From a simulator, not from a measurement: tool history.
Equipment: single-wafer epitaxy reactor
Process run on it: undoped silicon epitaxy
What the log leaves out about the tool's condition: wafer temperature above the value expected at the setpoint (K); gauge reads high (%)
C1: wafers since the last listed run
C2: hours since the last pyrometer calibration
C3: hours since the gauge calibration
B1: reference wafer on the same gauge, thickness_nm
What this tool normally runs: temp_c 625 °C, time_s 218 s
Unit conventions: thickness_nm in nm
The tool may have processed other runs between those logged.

Run 1, day 0: usual settings but time_s 201 s; C1 0; C2 922.2; C3 268.9; B1 18.695. Result: thickness_nm 20.048 nm.
Run 2, day 0.729: usual settings; C1 145; C2 939.7; C3 286.4; B1 18.696. Result: thickness_nm 21.751 nm.
Run 3, day 1.458: usual settings but temp_c 619 °C; C1 145; C2 957.2; C3 303.9; B1 18.688. Result: thickness_nm 19.292 nm.
Run 4, day 2.733: usual settings but temp_c 619 °C; C1 254; C2 987.8; C3 334.5; B1 18.697. Result: thickness_nm 19.328 nm.
Run 5, day 3.975: usual settings; C1 247; C2 1017.6; C3 364.3; B1 18.701. Result: thickness_nm 21.791 nm.
Run 6, day 5.133: usual settings but time_s 190 s; C1 231; C2 1045.4; C3 392.1; B1 18.699. Result: thickness_nm 19.007 nm.
Run 7, day 8.692: usual settings but time_s 190 s; C1 710; C2 1130.8; C3 477.5; B1 18.698. Result: thickness_nm 19.006 nm.
Run 8, day 9.333: usual settings but time_s 190 s; C1 128; C2 1146.2; C3 492.9; B1 18.701. Result: thickness_nm 19.036 nm.
Run 9, day 9.933: usual settings; C1 119; C2 1160.6; C3 507.3; B1 18.701. Result: thickness_nm 21.802 nm.
Run 10, day 11.417: usual settings; C1 296; C2 1196.2; C3 542.9; B1 18.699. Result: thickness_nm 21.745 nm.
Run 11, day 14.512: usual settings but temp_c 634 °C; C1 618; C2 1270.5; C3 617.2; B1 18.706. Result: thickness_nm 26.009 nm.
Run 12, day 15.971: usual settings but temp_c 634 °C; C1 291; C2 1305.5; C3 652.2; B1 18.696. Result: thickness_nm 26.151 nm.
Run 13, day 16.608: usual settings but temp_c 634 °C; C1 127; C2 1320.8; C3 667.5; B1 18.699. Result: thickness_nm 26.248 nm.
At day 17.808: pyrometer calibrated.
Run 14, day 17.829: usual settings; C1 177; C2 0.5; C3 696.8; B1 18.696. Result: thickness_nm 21.854 nm.
Run 15, day 18.467: usual settings but temp_c 615 °C, time_s 254 s; C1 127; C2 15.8; C3 712.1; B1 18.705. Result: thickness_nm 20.606 nm.
Run 16, day 19.075: usual settings; C1 121; C2 30.4; C3 726.7; B1 18.696. Result: thickness_nm 21.702 nm.
Run 17, day 19.95: usual settings but temp_c 617 °C, time_s 258 s; C1 174; C2 51.4; C3 747.7; B1 18.699. Result: thickness_nm 21.935 nm.
Run 18, day 21.167: usual settings but temp_c 631 °C, time_s 191 s; C1 242; C2 80.6; C3 776.9; B1 18.7. Result: thickness_nm 21.559 nm.
Run 19, day 22.367: usual settings; C1 239; C2 109.4; C3 805.7; B1 18.697. Result: thickness_nm 21.754 nm.
Run 20, day 22.996: usual settings but temp_c 614 °C, time_s 182 s; C1 125; C2 124.5; C3 820.8; B1 18.703. Result: thickness_nm 14.519 nm.
At day 23.333: gauge calibrated.
Run 21, day 24.317: usual settings but temp_c 636 °C, time_s 195 s; C1 263; C2 156.2; C3 23.6; B1 18.712. Result: thickness_nm 24.274 nm.
Run 22, day 25.062: usual settings but temp_c 631 °C, time_s 191 s; C1 148; C2 174.1; C3 41.5; B1 18.701. Result: thickness_nm 21.489 nm.
Run 23, day 25.962: usual settings but temp_c 621 °C, time_s 232 s; C1 179; C2 195.7; C3 63.1; B1 18.704. Result: thickness_nm 21.401 nm.
Run 24, day 27.275: usual settings but temp_c 635 °C, time_s 261 s; C1 262; C2 227.2; C3 94.6; B1 18.698. Result: thickness_nm 31.999 nm.
Run 25, day 28.208: usual settings but temp_c 612 °C, time_s 197 s; C1 186; C2 249.6; C3 117; B1 18.694. Result: thickness_nm 15.088 nm.
Run 26, day 29.258: usual settings; C1 209; C2 274.8; C3 142.2; B1 18.699. Result: thickness_nm 21.856 nm.
Run 27, day 30.754: usual settings but temp_c 636 °C, time_s 194 s; C1 298; C2 310.7; C3 178.1; B1 18.695. Result: thickness_nm 24.255 nm.
Run 28, day 31.371: usual settings; C1 123; C2 325.5; C3 192.9; B1 18.699. Result: thickness_nm 21.814 nm.

How the hidden state differs across the entries between the runs, from the last listed run before each to the first after it:
After run 13, before run 14: pyrometer calibrated (day 17.808)
  no difference in the tool's unlogged condition between these two runs
After run 20, before run 21: gauge calibrated (day 23.333)
  no difference in the tool's unlogged condition between these two runs

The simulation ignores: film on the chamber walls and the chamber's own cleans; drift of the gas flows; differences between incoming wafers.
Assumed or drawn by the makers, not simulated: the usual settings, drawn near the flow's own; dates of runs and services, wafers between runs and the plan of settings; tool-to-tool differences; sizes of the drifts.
